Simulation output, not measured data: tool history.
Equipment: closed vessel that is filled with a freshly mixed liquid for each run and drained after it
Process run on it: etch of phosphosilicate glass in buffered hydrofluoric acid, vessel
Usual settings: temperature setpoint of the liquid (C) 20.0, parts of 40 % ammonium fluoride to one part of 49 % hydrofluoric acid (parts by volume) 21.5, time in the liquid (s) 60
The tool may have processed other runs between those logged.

run   hour  temperature setpoint of the liquid (C)  parts of 40 % ammonium fluoride to one part of 49 % hydrofluoric acid (parts by volume)  time in the liquid (s)  wafers since the last listed run  hours since the thermometer was replaced  hours since the hydrofluoric acid flow meter was replaced  hours since the gauge calibration  read-back film thickness of the phosphosilicate glass reference wafer, read on the same gauge (nm)  thickness taken off the phosphosilicate glass on a monitor wafer (angstrom)
  1    0.0                                    20.0                                                                                     21.5                      45                                 0                                    2790.1                                                      757.1                              950.6                                                                                              147.90                                                                        999.4
  2   30.8                                    20.0                                                                                     21.5                      60                              2674                                    2820.9                                                      787.9                              981.4                                                                                              147.78                                                                       1335.8
  3   64.9                                    20.0                                                                                     21.5                      60                              2960                                    2855.0                                                      822.0                             1015.5                                                                                              147.61                                                                       1341.9
  4   88.3                                    20.0                                                                                     21.5                      60                              2031                                    2878.4                                                      845.4                             1038.9                                                                                              147.46                                                                       1335.1
  5  108.6                                    20.0                                                                                     21.5                      60                              1762                                    2898.7                                                      865.7                             1059.2                                                                                              147.32                                                                       1331.7
     125.5  -- thermometer replaced
  6  156.8                                    20.0                                                                                     21.5                      60                              4098                                      31.3                                                      913.9                             1107.4                                                                                              147.06                                                                       1332.0
  7  180.9                                    20.0                                                                                     21.5                      60                              2092                                      55.4                                                      938.0                             1131.5                                                                                              146.93                                                                       1323.8
  8  210.6                                    20.0                                                                                     21.5                      60                              2578                                      85.1                                                      967.7                             1161.2                                                                                              146.74                                                                       1337.3
  9  235.6                                    17.0                                                                                     16.5                      45                              2170                                     110.1                                                      992.7                             1186.2                                                                                              146.63                                                                       1068.4
 10  259.0                                    24.0                                                                                     29.0                      90                              2031                                     133.5                                                     1016.1                             1209.6                                                                                              146.43                                                                       2015.4
 11  276.6                                    17.0                                                                                     21.5                      30                              1528                                     151.1                                                     1033.7                             1227.2                                                                                              146.35                                                                        558.3
 12  290.3                                    20.0                                                                                     21.5                      40                              1189                                     164.8                                                     1047.4                             1240.9                                                                                              146.26                                                                        885.4
 13  307.3                                    24.5                                                                                     14.5                      70                              1475                                     181.8                                                     1064.4                             1257.9                                                                                              146.14                                                                       2870.5
 14  338.7                                    22.5                                                                                     14.5                      45                              2726                                     213.2                                                     1095.8                             1289.3                                                                                              145.95                                                                       1649.6
 15  358.0                                    20.0                                                                                     17.0                      60                              1675                                     232.5                                                     1115.1                             1308.6                                                                                              145.82                                                                       1631.9
 16  375.7                                    17.0                                                                                     21.5                      85                              1536                                     250.2                                                     1132.8                             1326.3                                                                                              145.68                                                                       1579.3
     383.7  -- hydrofluoric acid flow meter replaced
 17  391.1                                    20.0                                                                                     21.5                      50                              1250                                     265.6                                                        7.4                             1341.7                                                                                              145.55                                                                       1097.5
 18  412.1                                    23.5                                                                                     17.0                      35                              1823                                     286.6                                                       28.4                             1362.7                                                                                              145.41                                                                       1154.6
 19  428.8                                    24.0                                                                                     29.0                      90                              1449                                     303.3                                                       45.1                             1379.4                                                                                              145.35                                                                       2006.3
 20  462.0                                    20.0                                                                                     21.5                      75                              2882                                     336.5                                                       78.3                             1412.6                                                                                              145.05                                                                       1635.4
 21  492.8                                    20.0                                                                                     16.5                      50                              2674                                     367.3                                                      109.1                             1443.4                                                                                              144.87                                                                       1385.1
 22  522.1                                    23.0                                                                                     21.5                      90                              2543                                     396.6                                                      138.4                             1472.7                                                                                              144.64                                                                       2331.7
     543.7  -- gauge calibrated
 23  628.6                                    17.0                                                                                     21.5                      60                              9246                                     503.1                                                      244.9                               84.9                                                                                              150.18                                                                       1147.8
 24  649.3                                    17.0                                                                                     30.0                      85                              1797                                     523.8                                                      265.6                              105.6                                                                                              150.19                                                                       1285.9
 25  665.3                                    20.0                                                                                     21.5                      60                              1389                                     539.8                                                      281.6                              121.6                                                                                              150.14                                                                       1362.9
 26  684.8                                    21.5                                                                                     28.5                      60                              1693                                     559.3                                                      301.1                              141.1                                                                                              150.16                                                                       1211.6
 27  711.3                                    20.0                                                                                     21.5                      60                              2300                                     585.8                                                      327.6                              167.6                                                                                              150.15                                                                       1362.8
 28  724.8                                    22.5                                                                                     26.5                      85                              1172                                     599.3                                                      341.1                              181.1                                                                                              150.15                                                                       1919.7
 29  740.6                                    22.0                                                                                     16.0                      85                              1371                                     615.1                                                      356.9                              196.9                                                                                              150.10                                                                       2822.2
 30  769.8                                    20.0                                                                                     14.0                      75                              2535                                     644.3                                                      386.1                              226.1                                                                                              150.05                                                                       2538.8
 31  792.8                                    20.0                                                                                     21.5                      60                              1996                                     667.3                                                      409.1                              249.1                                                                                              150.06                                                                       1362.8
 32  868.9                                    20.0                                                                                     24.0                      95                              6607                                     743.4                                                      485.2                              325.2                                                                                              149.92                                                                       1996.1

Alternative continuations, all from the tool just after run 32; predict every row:
  A  869.6                                    20.0                                                                                     21.5                      60                                60                                     744.1                                                      485.9                              325.9                                                                                                   ?                                                                            ?
  B  869.6                                    22.5                                                                                     21.5                      95                                60                                     744.1                                                      485.9                              325.9                                                                                                   ?                                                                            ?
  C  869.6                                    20.0                                                                                     15.0                      30                                60                                     744.1                                                      485.9                              325.9                                                                                                   ?                                                                            ?
  D  869.6                                    22.5                                                                                     21.5                      90                                60                                     744.1                                                      485.9                              325.9                                                                                                   ?                                                                            ?

run  read-back film thickness of the phosphosilicate glass reference wafer, read on the same gauge (nm)  thickness taken off the phosphosilicate glass on a monitor wafer (angstrom)
  A                                                                                              149.95                                                                       1365.6
  B                                                                                              149.95                                                                       2485.5
  C                                                                                              149.95                                                                        953.2
  D                                                                                              149.95                                                                       2354.7
The same runs, with their run-to-run variation unchanged, on a tool lacking any hidden condition would have given:
run  thickness taken off the phosphosilicate glass on a monitor wafer (angstrom)
  A                                                                       1366.1
  B                                                                       2486.5
  C                                                                        953.6
  D                                                                       2355.6

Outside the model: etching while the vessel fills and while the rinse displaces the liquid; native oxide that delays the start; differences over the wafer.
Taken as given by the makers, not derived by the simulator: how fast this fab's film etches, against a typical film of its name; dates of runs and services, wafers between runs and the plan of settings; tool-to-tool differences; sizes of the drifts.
